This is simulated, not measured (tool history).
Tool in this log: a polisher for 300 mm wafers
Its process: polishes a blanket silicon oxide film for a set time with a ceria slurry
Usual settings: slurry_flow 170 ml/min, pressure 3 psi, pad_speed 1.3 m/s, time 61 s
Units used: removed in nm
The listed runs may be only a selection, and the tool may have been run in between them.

| run | hour | slurry_flow | pressure | pad_speed | time | wafers since the last listed run | wafers polished on this pad | hours since the slurry nozzle was cleaned | hours since the head pressure was calibrated | incoming thickness of the incoming film, nm | removed |
|---|---|---|---|---|---|---|---|---|---|---|---|
| 1 | 0 | 170 | 2.5 | 1.56 | 61 | 0 | 233 | 549.5 | 1171.5 | 1472.8 | 446.4 |
| 2 | 26.1 | 170 | 2.5 | 1.56 | 61 | 232 | 465 | 575.6 | 1197.6 | 1499 | 442.5 |
| 3 | 48.1 | 170 | 3 | 1.3 | 52 | 195 | 660 | 597.6 | 1219.6 | 1480 | 382 |
| 4 | 68.5 | 170 | 3 | 1.3 | 52 | 181 | 842 | 618 | 1240 | 1489.4 | 388.4 |
|  | 90 | worn pad replaced by a new one |
| 5 | 90.5 | 170 | 3 | 1.3 | 52 | 160 | 4 | 640 | 1262 | 1492.1 | 384.4 |
|  | 124.3 | head pressure recalibrated |
| 6 | 124.8 | 170 | 3 | 1.3 | 61 | 287 | 291 | 674.3 | 0.5 | 1482.1 | 400.4 |
| 7 | 137.2 | 170 | 3 | 1.3 | 61 | 110 | 401 | 686.7 | 12.9 | 1475.9 | 399.5 |
| 8 | 152.9 | 170 | 3 | 1.3 | 61 | 139 | 541 | 702.4 | 28.6 | 1502.2 | 394.6 |
| 9 | 176.4 | 170 | 3 | 1.3 | 61 | 209 | 750 | 725.9 | 52.1 | 1494.4 | 395.4 |
| 10 | 197.8 | 135 | 3.8 | 1.3 | 68 | 190 | 941 | 747.3 | 73.5 | 1514.6 | 550.2 |
|  | 205.2 | worn pad replaced by a new one |
| 11 | 223.6 | 170 | 3 | 0.98 | 61 | 193 | 163 | 773.1 | 99.3 | 1472.4 | 301 |
|  | 233.4 | slurry nozzle cleaned |
| 12 | 246.5 | 170 | 3 | 1.3 | 74 | 194 | 358 | 13.1 | 122.2 | 1507.7 | 486.6 |
| 13 | 269.9 | 170 | 3 | 1.3 | 61 | 208 | 567 | 36.5 | 145.6 | 1517.2 | 404.2 |
| 14 | 295 | 190 | 3 | 0.92 | 80 | 223 | 790 | 61.6 | 170.7 | 1491.3 | 374 |

Below are 3 alternative next runs, each starting from the tool's condition after run 14. Predict each:
| A | 295.4 | 170 | 3 | 1.3 | 61 | 3 | 793 | 62 | 171.1 | 1491.9 | ? |
| B | 295.4 | 110 | 2.2 | 1.44 | 61 | 3 | 793 | 62 | 171.1 | 1491.9 | ? |
| C | 295.4 | 115 | 2.3 | 1.08 | 61 | 3 | 793 | 62 | 171.1 | 1491.9 | ? |

| run | removed |
|---|---|
| A | 400.6 |
| B | 303.5 |
| C | 239.9 |
The same runs, with their run-to-run variation unchanged, on a tool lacking any hidden condition would have given:
| run | removed |
|---|---|
| A | 398.9 |
| B | 302.1 |
| C | 238.8 |
